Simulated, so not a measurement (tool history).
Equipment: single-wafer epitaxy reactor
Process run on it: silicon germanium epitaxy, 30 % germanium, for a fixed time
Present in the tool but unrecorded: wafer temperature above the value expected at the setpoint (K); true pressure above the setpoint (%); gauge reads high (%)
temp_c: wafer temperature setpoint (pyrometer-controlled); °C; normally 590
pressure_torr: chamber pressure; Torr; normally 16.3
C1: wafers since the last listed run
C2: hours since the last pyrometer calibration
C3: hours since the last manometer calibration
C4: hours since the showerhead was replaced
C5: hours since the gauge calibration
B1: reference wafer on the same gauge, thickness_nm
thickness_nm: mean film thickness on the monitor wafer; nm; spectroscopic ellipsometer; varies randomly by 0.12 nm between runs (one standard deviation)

Run 1, hour 0: usual settings; C1 0; C2 1851.8; C3 1006.9; C4 5608.4; C5 370.6; B1 46.081. Result: thickness_nm 45.802 nm.
Run 2, hour 312: usual settings; C1 4898; C2 2163.8; C3 1318.9; C4 5920.4; C5 682.6; B1 46.034. Result: thickness_nm 45.975 nm.
Run 3, hour 360: usual settings; C1 753; C2 2211.8; C3 1366.9; C4 5968.4; C5 730.6; B1 46.083. Result: thickness_nm 45.912 nm.
At hour 402.3: capacitance manometer re-zeroed and calibrated.
Run 4, hour 420.2: usual settings; C1 819; C2 2272; C3 17.9; C4 6028.6; C5 790.8; B1 46.075. Result: thickness_nm 46.332 nm.
Run 5, hour 487.3: usual settings but pressure_torr 17.4 Torr; C1 1053; C2 2339.1; C3 85; C4 6095.7; C5 857.9; B1 46.072. Result: thickness_nm 47.503 nm.
Run 6, hour 549.1: usual settings but pressure_torr 17.4 Torr; C1 970; C2 2400.9; C3 146.8; C4 6157.5; C5 919.7; B1 46.1. Result: thickness_nm 47.352 nm.
Run 7, hour 648.3: usual settings but pressure_torr 18.1 Torr; C1 1557; C2 2500.1; C3 246; C4 6256.7; C5 1018.9; B1 46.112. Result: thickness_nm 47.848 nm.
Run 8, hour 694.8: usual settings but temp_c 580 °C, pressure_torr 14.8 Torr; C1 730; C2 2546.6; C3 292.5; C4 6303.2; C5 1065.4; B1 46.098. Result: thickness_nm 37.303 nm.
At hour 707.1: pyrometer calibrated.
Run 9, hour 801.6: usual settings but temp_c 580 °C, pressure_torr 14.8 Torr; C1 1551; C2 94.5; C3 399.3; C4 6410; C5 1172.2; B1 46.09. Result: thickness_nm 37.149 nm.
Run 10, hour 839.8: usual settings; C1 599; C2 132.7; C3 437.5; C4 6448.2; C5 1210.4; B1 46.069. Result: thickness_nm 46.024 nm.
Run 11, hour 935.2: usual settings; C1 1497; C2 228.1; C3 532.9; C4 6543.6; C5 1305.8; B1 46.106. Result: thickness_nm 46.068 nm.
Run 12, hour 1039.2: usual settings but pressure_torr 19.3 Torr; C1 1632; C2 332.1; C3 636.9; C4 6647.6; C5 1409.8; B1 46.126. Result: thickness_nm 48.161 nm.
Run 13, hour 1143.4: usual settings; C1 1635; C2 436.3; C3 741.1; C4 6751.8; C5 1514; B1 46.074. Result: thickness_nm 46.071 nm.
Run 14, hour 1190: usual settings but pressure_torr 14.7 Torr; C1 731; C2 482.9; C3 787.7; C4 6798.4; C5 1560.6; B1 46.118. Result: thickness_nm 44.883 nm.
Run 15, hour 1248.8: usual settings but temp_c 580 °C, pressure_torr 14.8 Torr; C1 923; C2 541.7; C3 846.5; C4 6857.2; C5 1619.4; B1 46.101. Result: thickness_nm 37.101 nm.
Run 16, hour 1552.2: usual settings; C1 4763; C2 845.1; C3 1149.9; C4 7160.6; C5 1922.8; B1 46.119. Result: thickness_nm 46.076 nm.
At hour 1665.4: capacitance manometer re-zeroed and calibrated.
Run 17, hour 1665.9: usual settings but temp_c 598 °C, pressure_torr 20.1 Torr; C1 1659; C2 958.8; C3 0.5; C4 7274.3; C5 2036.5; B1 46.086. Result: thickness_nm 57.58 nm.
At hour 1717: showerhead replaced.
Run 18, hour 1737.9: usual settings but temp_c 585 °C, pressure_torr 18.3 Torr; C1 1004; C2 1030.8; C3 72.5; C4 20.9; C5 2108.5; B1 46.071. Result: thickness_nm 43.556 nm.
Run 19, hour 2008.4: usual settings but temp_c 578 °C, pressure_torr 15 Torr; C1 4246; C2 1301.3; C3 343; C4 291.4; C5 2379; B1 46.059. Result: thickness_nm 35.871 nm.
Run 20, hour 2081.5: usual settings but temp_c 576 °C, pressure_torr 17.6 Torr; C1 1147; C2 1374.4; C3 416.1; C4 364.5; C5 2452.1; B1 46.061. Result: thickness_nm 36.088 nm.
At hour 2095.5: gauge calibrated.
Run 21, hour 2152.8: usual settings; C1 1119; C2 1445.7; C3 487.4; C4 435.8; C5 57.3; B1 46.122. Result: thickness_nm 46.375 nm.
Run 22, hour 2255.4: usual settings but temp_c 578 °C, pressure_torr 18.3 Torr; C1 1610; C2 1548.3; C3 590; C4 538.4; C5 159.9; B1 46.121. Result: thickness_nm 37.791 nm.
Run 23, hour 2332.2: usual settings but temp_c 576 °C, pressure_torr 12.5 Torr; C1 1205; C2 1625.1; C3 666.8; C4 615.2; C5 236.7; B1 46.121. Result: thickness_nm 33.101 nm.
Run 24, hour 2412.4: usual settings but temp_c 596 °C, pressure_torr 18.2 Torr; C1 1259; C2 1705.3; C3 747; C4 695.4; C5 316.9; B1 46.063. Result: thickness_nm 53.1 nm.
Run 25, hour 2519.7: usual settings but temp_c 596 °C, pressure_torr 12.8 Torr; C1 1684; C2 1812.6; C3 854.3; C4 802.7; C5 424.2; B1 46.097. Result: thickness_nm 48.453 nm.
Run 26, hour 2591.1: usual settings but temp_c 604 °C; C1 1121; C2 1884; C3 925.7; C4 874.1; C5 495.6; B1 46.139. Result: thickness_nm 59.745 nm.
Run 27, hour 2687.3: usual settings but temp_c 599 °C, pressure_torr 13.5 Torr; C1 1510; C2 1980.2; C3 1021.9; C4 970.3; C5 591.8; B1 46.13. Result: thickness_nm 51.802 nm.
At hour 2771: pyrometer calibrated.
Run 28, hour 2785.9: usual settings but temp_c 597 °C, pressure_torr 17.8 Torr; C1 1422; C2 14.9; C3 1120.5; C4 1068.9; C5 690.4; B1 46.086. Result: thickness_nm 53.646 nm.
Run 29, hour 2856.3: usual settings but temp_c 596 °C, pressure_torr 17.4 Torr; C1 1105; C2 85.3; C3 1190.9; C4 1139.3; C5 760.8; B1 46.087. Result: thickness_nm 52.38 nm.
Run 30, hour 2894.8: usual settings but pressure_torr 19 Torr; C1 604; C2 123.8; C3 1229.4; C4 1177.8; C5 799.3; B1 46.069. Result: thickness_nm 47.57 nm.
Run 31, hour 2945.1: usual settings; C1 789; C2 174.1; C3 1279.7; C4 1228.1; C5 849.6; B1 46.072. Result: thickness_nm 46.134 nm.
Run 32, hour 3007.5: usual settings but pressure_torr 14.6 Torr; C1 979; C2 236.5; C3 1342.1; C4 1290.5; C5 912; B1 46.112. Result: thickness_nm 44.581 nm.
Run 33, hour 3107.3: usual settings; C1 1566; C2 336.3; C3 1441.9; C4 1390.3; C5 1011.8; B1 46.118. Result: thickness_nm 46.014 nm.
Run 34, hour 3164.1: usual settings but temp_c 595 °C; C1 891; C2 393.1; C3 1498.7; C4 1447.1; C5 1068.6; B1 46.068. Result: thickness_nm 50.345 nm.
At hour 3267.9: capacitance manometer re-zeroed and calibrated.
Run 35, hour 3268.4: usual settings but pressure_torr 18.7 Torr; C1 1511; C2 497.4; C3 0.5; C4 1551.4; C5 1172.9; B1 46.112. Result: thickness_nm 48.42 nm.
Run 36, hour 3321.5: usual settings; C1 833; C2 550.5; C3 53.6; C4 1604.5; C5 1226; B1 46.091. Result: thickness_nm 46.582 nm.

A few steps of thickness_nm between consecutive runs. Split each: what settings, incoming material and random variation would produce without the hidden state, and what is left over for the hidden state, along with gauge scatter present in only one of the two compared results (measured, and without hidden state):
Run 3 -> 4: capacitance manometer re-zeroed and calibrated. thickness_nm +0.42 nm: hidden state +0.713, all else -0.293.
Run 16 -> 17: temp_c 590 -> 598, pressure_torr 16.3 -> 20.1, capacitance manometer re-zeroed and calibrated. thickness_nm +11.504 nm: hidden state +0.747, all else +10.757.
Run 17 -> 18: temp_c 598 -> 585, pressure_torr 20.1 -> 18.3, showerhead replaced. thickness_nm -14.024 nm: hidden state -0.116, all else -13.908.
Run 23 -> 24: temp_c 576 -> 596, pressure_torr 12.5 -> 18.2. thickness_nm +19.999 nm: hidden state -0.277, all else +20.276.
Run 34 -> 35: temp_c 595 -> 590, pressure_torr 16.3 -> 18.7, capacitance manometer re-zeroed and calibrated. thickness_nm -1.925 nm: hidden state +0.757, all else -2.682.
